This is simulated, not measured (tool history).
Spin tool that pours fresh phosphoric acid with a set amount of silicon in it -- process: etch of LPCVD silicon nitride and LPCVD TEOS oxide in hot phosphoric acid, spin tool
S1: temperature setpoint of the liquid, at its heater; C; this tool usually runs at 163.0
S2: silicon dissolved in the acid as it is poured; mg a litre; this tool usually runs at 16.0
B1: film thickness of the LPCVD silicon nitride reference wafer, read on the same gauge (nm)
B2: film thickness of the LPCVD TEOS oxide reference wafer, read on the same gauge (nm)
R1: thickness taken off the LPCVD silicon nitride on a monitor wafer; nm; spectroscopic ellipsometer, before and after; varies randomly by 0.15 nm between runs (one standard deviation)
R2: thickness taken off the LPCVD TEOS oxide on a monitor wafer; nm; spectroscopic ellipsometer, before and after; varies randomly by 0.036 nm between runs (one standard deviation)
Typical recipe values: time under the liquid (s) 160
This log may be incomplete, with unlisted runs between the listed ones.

Run 1, day 0.000: usual settings but S2 23.0 mg a litre; B1 29.97; B2 139.992. Result: R1 14.82 nm, R2 0.559 nm.
Run 2, day 3.192: usual settings but S2 23.0 mg a litre; B1 29.99; B2 140.001. Result: R1 15.04 nm, R2 0.585 nm.
Run 3, day 4.567: usual settings; B1 30.00; B2 140.021. Result: R1 14.59 nm, R2 0.630 nm.
Run 4, day 5.950: usual settings; B1 30.04; B2 140.004. Result: R1 14.76 nm, R2 0.689 nm.
Run 5, day 6.633: usual settings; B1 30.02; B2 139.973. Result: R1 14.76 nm, R2 0.698 nm.
Run 6, day 7.412: usual settings but S2 19.0 mg a litre; B1 30.01; B2 140.042. Result: R1 14.57 nm, R2 0.598 nm.
Run 7, day 8.292: usual settings but S2 19.0 mg a litre; B1 29.98; B2 139.966. Result: R1 14.98 nm, R2 0.664 nm.
Run 8, day 9.267: usual settings but S2 19.0 mg a litre; B1 30.03; B2 140.008. Result: R1 14.74 nm, R2 0.657 nm.
Run 9, day 10.638: usual settings but S1 165.0 C; B1 29.99; B2 140.020. Result: R1 15.84 nm, R2 0.821 nm.
Run 10, day 11.412: usual settings but S2 5.0 mg a litre; B1 29.95; B2 140.012. Result: R1 14.97 nm, R2 0.858 nm.
At day 11.571: heated supply line repaired.
Run 11, day 12.508: usual settings but S1 164.5 C, S2 20.0 mg a litre; B1 29.97; B2 139.984. Result: R1 14.38 nm, R2 0.561 nm.
Run 12, day 13.725: usual settings but time under the liquid (s) 95; B1 30.01; B2 139.957. Result: R1 8.21 nm, R2 0.326 nm.
At day 15.021: dissolved silicon flow meter replaced.
At day 15.083: heated supply line repaired, repeated, since the last time left the tool worse.
At day 15.642: gauge calibrated.
At day 16.950: thermometer replaced.
Run 13, day 17.946: usual settings but S1 160.0 C; B1 29.96; B2 139.998. Result: R1 14.53 nm, R2 0.617 nm.
Run 14, day 18.867: usual settings but S1 161.5 C, S2 25.5 mg a litre; B1 29.99; B2 139.990. Result: R1 15.21 nm, R2 0.558 nm.
Run 15, day 19.533: usual settings but S2 23.0 mg a litre; B1 29.99; B2 140.057. Result: R1 16.05 nm, R2 0.683 nm.
Run 16, day 20.771: usual settings; B1 29.99; B2 139.942. Result: R1 16.00 nm, R2 0.892 nm.
Run 17, day 23.192: usual settings but S1 161.5 C, time under the liquid (s) 240; B1 30.01; B2 139.987. Result: R1 22.96 nm, R2 1.103 nm.
Run 18, day 24.675: usual settings but S1 165.5 C, S2 9.5 mg a litre; B1 29.98; B2 139.973. Result: R1 17.65 nm, R2 1.116 nm.

Each row is a separate what-if for the run after 18, all from the same tool condition, not one after another. Results?
Run A, day 24.696: usual settings but time under the liquid (s) 85; B1 ?; B2 ?. Result: R1 ?, R2 ?.
Run B, day 24.696: usual settings but S2 11.5 mg a litre, time under the liquid (s) 225; B1 ?; B2 ?. Result: R1 ?, R2 ?.
Run C, day 24.696: usual settings but S1 162.0 C, S2 5.5 mg a litre, time under the liquid (s) 105; B1 ?; B2 ?. Result: R1 ?, R2 ?.
Run D, day 24.696: usual settings but S1 161.5 C; B1 ?; B2 ?. Result: R1 ?, R2 ?.

run     B1       B2     R1     R2
  A  29.95  140.026   8.52  0.448
  B  29.95  140.026  22.55  1.323
  C  29.95  140.026  10.18  0.653
  D  29.95  140.026  15.25  0.755
The same runs, with their run-to-run variation unchanged, on a tool lacking any hidden condition would have given:
run     R1     R2
  A   8.65  0.463
  B  22.90  1.368
  C  10.34  0.675
  D  15.49  0.781
